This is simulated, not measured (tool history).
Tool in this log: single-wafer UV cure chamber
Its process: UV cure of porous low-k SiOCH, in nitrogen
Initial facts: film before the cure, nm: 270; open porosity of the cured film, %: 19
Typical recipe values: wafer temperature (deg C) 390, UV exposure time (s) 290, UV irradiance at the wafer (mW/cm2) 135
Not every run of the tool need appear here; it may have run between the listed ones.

run	day	wafer temperature (deg C)	UV exposure time (s)	UV irradiance at the wafer (mW/cm2)	loss of film thickness in the cure (%)
1	0	390	290	135	12.027
# day 5.829: quartz window cleaned
2	8.338	390	290	135	10.853
3	9.775	390	290	135	10.944
4	12.071	390	290	135	10.327
# day 13.558: quartz window cleaned
5	14.729	390	290	135	10.87
6	16.8	390	290	135	10.484
# day 17.75: UV bulbs replaced
7	19.533	390	290	135	11.741
8	21.533	390	290	135	11.032
# day 22.054: quartz window cleaned
9	24.025	399	215	96	9.92
10	25.25	390	290	135	11.903
11	26.392	406	195	109	9.439
12	27.762	383	210	113	9.412
# day 28.596: quartz window cleaned
13	32.65	404	380	119	12.866
14	34.979	407	290	135	11.769
# day 35.642: quartz window cleaned
15	36.017	374	365	125	12.29
16	37.479	404	380	119	12.913

Predict each of these 4 candidate next runs independently; none follows another, all start after run 16:
A	37.496	390	405	135	?
B	37.496	390	290	96	?
C	37.496	406	290	135	?
D	37.496	390	405	148	?

run	loss of film thickness in the cure (%)
A	13.468
B	10.574
C	12.282
D	13.872
The same runs, with their run-to-run variation unchanged, on a tool lacking any hidden condition would have given:
run	loss of film thickness in the cure (%)
A	14.396
B	11.459
C	13.198
D	14.802
